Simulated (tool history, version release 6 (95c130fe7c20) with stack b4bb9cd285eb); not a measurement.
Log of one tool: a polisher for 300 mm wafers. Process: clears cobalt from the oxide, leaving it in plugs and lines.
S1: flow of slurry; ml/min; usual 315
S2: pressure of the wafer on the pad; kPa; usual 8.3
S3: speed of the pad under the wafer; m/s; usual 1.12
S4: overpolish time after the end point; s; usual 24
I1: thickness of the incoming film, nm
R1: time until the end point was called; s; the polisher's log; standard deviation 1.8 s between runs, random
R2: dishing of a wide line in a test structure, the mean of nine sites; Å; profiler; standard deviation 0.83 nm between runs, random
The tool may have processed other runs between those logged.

{"run": 1, "day": 0.0, "S1": 395, "S2": 8.3, "S3": 1.12, "S4": 24, "I1": 362.7, "R1": 99.3, "R2": 424}
{"run": 2, "day": 0.592, "S1": 315, "S2": 8.3, "S3": 1.12, "S4": 24, "I1": 373.9, "R1": 98.7, "R2": 443}
{"run": 3, "day": 1.508, "S1": 315, "S2": 8.3, "S3": 1.12, "S4": 24, "I1": 371.5, "R1": 97.6, "R2": 418}
{"run": 4, "day": 2.125, "S1": 315, "S2": 8.3, "S3": 1.12, "S4": 24, "I1": 368.9, "R1": 98.0, "R2": 415}
{"run": 5, "day": 2.633, "S1": 315, "S2": 8.3, "S3": 1.12, "S4": 24, "I1": 367.7, "R1": 94.4, "R2": 435}
{"day": 2.767, "done": "head pressure recalibrated"}
{"run": 6, "day": 3.762, "S1": 315, "S2": 10.3, "S3": 1.12, "S4": 17, "I1": 372.9, "R1": 87.8, "R2": 385}
{"run": 7, "day": 4.892, "S1": 315, "S2": 10.3, "S3": 1.12, "S4": 17, "I1": 373.6, "R1": 86.9, "R2": 390}
{"run": 8, "day": 6.388, "S1": 315, "S2": 7.6, "S3": 1.42, "S4": 24, "I1": 368.4, "R1": 97.5, "R2": 432}
{"day": 6.679, "done": "slurry nozzle cleaned"}
{"run": 9, "day": 7.625, "S1": 315, "S2": 8.3, "S3": 1.12, "S4": 24, "I1": 375.0, "R1": 109.0, "R2": 424}
{"run": 10, "day": 8.817, "S1": 315, "S2": 8.3, "S3": 1.12, "S4": 24, "I1": 367.3, "R1": 106.3, "R2": 422}
{"run": 11, "day": 9.617, "S1": 315, "S2": 8.3, "S3": 1.12, "S4": 24, "I1": 366.6, "R1": 107.5, "R2": 427}
{"run": 12, "day": 10.429, "S1": 290, "S2": 8.3, "S3": 1.12, "S4": 24, "I1": 366.7, "R1": 103.7, "R2": 416}
{"day": 10.796, "done": "worn pad replaced by a new one"}
{"run": 13, "day": 11.133, "S1": 315, "S2": 5.5, "S3": 1.12, "S4": 15, "I1": 374.4, "R1": 162.7, "R2": 255}
{"run": 14, "day": 12.038, "S1": 255, "S2": 9.0, "S3": 1.12, "S4": 29, "I1": 369.5, "R1": 96.1, "R2": 469}
{"run": 15, "day": 15.642, "S1": 230, "S2": 7.6, "S3": 1.12, "S4": 18, "I1": 368.5, "R1": 112.5, "R2": 357}
{"run": 16, "day": 16.633, "S1": 315, "S2": 8.3, "S3": 1.12, "S4": 24, "I1": 373.5, "R1": 100.6, "R2": 422}
{"run": 17, "day": 17.167, "S1": 315, "S2": 8.3, "S3": 1.12, "S4": 24, "I1": 373.5, "R1": 99.6, "R2": 423}
{"run": 18, "day": 18.221, "S1": 315, "S2": 8.3, "S3": 1.12, "S4": 14, "I1": 372.7, "R1": 100.0, "R2": 333}
{"day": 18.512, "done": "head pressure recalibrated"}
{"run": 19, "day": 19.104, "S1": 420, "S2": 8.3, "S3": 1.46, "S4": 19, "I1": 367.5, "R1": 84.5, "R2": 416}
{"run": 20, "day": 19.625, "S1": 315, "S2": 8.3, "S3": 1.12, "S4": 24, "I1": 369.5, "R1": 106.4, "R2": 408}
{"day": 19.842, "done": "slurry nozzle cleaned"}
{"run": 21, "day": 20.408, "S1": 360, "S2": 8.3, "S3": 1.12, "S4": 24, "I1": 371.1, "R1": 107.3, "R2": 409}
{"run": 22, "day": 21.279, "S1": 215, "S2": 6.2, "S3": 1.44, "S4": 24, "I1": 374.3, "R1": 121.5, "R2": 401}
{"run": 23, "day": 24.271, "S1": 405, "S2": 6.9, "S3": 1.12, "S4": 32, "I1": 375.4, "R1": 127.4, "R2": 437}
{"day": 24.558, "done": "worn pad replaced by a new one"}
{"run": 24, "day": 25.038, "S1": 315, "S2": 8.3, "S3": 1.12, "S4": 24, "I1": 369.6, "R1": 105.0, "R2": 410}
{"run": 25, "day": 25.696, "S1": 355, "S2": 8.3, "S3": 1.12, "S4": 24, "I1": 364.7, "R1": 104.9, "R2": 430}
{"run": 26, "day": 26.388, "S1": 315, "S2": 8.3, "S3": 1.12, "S4": 24, "I1": 368.5, "R1": 102.8, "R2": 420}
{"run": 27, "day": 27.358, "S1": 285, "S2": 8.3, "S3": 0.8, "S4": 24, "I1": 369.0, "R1": 137.3, "R2": 366}
{"run": 28, "day": 28.388, "S1": 315, "S2": 8.3, "S3": 0.96, "S4": 19, "I1": 372.2, "R1": 120.4, "R2": 355}
{"run": 29, "day": 29.762, "S1": 315, "S2": 8.3, "S3": 1.12, "S4": 24, "I1": 371.8, "R1": 99.3, "R2": 427}
{"run": 30, "day": 31.196, "S1": 255, "S2": 9.7, "S3": 1.36, "S4": 38, "I1": 363.6, "R1": 73.3, "R2": 515}
{"day": 31.421, "done": "head pressure recalibrated"}
{"run": 31, "day": 31.954, "S1": 315, "S2": 10.3, "S3": 0.98, "S4": 24, "I1": 369.8, "R1": 94.3, "R2": 439}
{"run": 32, "day": 32.725, "S1": 315, "S2": 9.7, "S3": 1.12, "S4": 24, "I1": 370.8, "R1": 91.6, "R2": 446}
{"day": 35.3, "done": "slurry nozzle cleaned"}
{"run": 33, "day": 35.321, "S1": 315, "S2": 8.3, "S3": 1.12, "S4": 24, "I1": 370.3, "R1": 109.7, "R2": 408}

What the log doesn't show, run by run:
removal rate lost through wear of the pad, %: 0 on each run
slurry flow missing at the pad, %: 0 on each run
H1: deviation of the head's pressure from its setpoint, %
run=1 H1=7.33
run=2 H1=7.94
run=3 H1=8.94
run=4 H1=9.65
run=5 H1=10.3
run=6 H1=-0.983
run=7 H1=-0.832
run=8 H1=-0.463
run=9 H1=-0.0128
run=10 H1=0.545
run=11 H1=0.988
run=12 H1=1.49
run=13 H1=1.98
run=14 H1=2.66
run=15 H1=6.09
run=16 H1=7.22
run=17 H1=7.87
run=18 H1=9.22
run=19 H1=-0.514
run=20 H1=-0.476
run=21 H1=-0.375
run=22 H1=-0.201
run=23 H1=0.894
run=24 H1=1.3
run=25 H1=1.68
run=26 H1=2.13
run=27 H1=2.83
run=28 H1=3.65
run=29 H1=4.9
run=30 H1=6.37
run=31 H1=-0.573
run=32 H1=-0.512
run=33 H1=0.0673
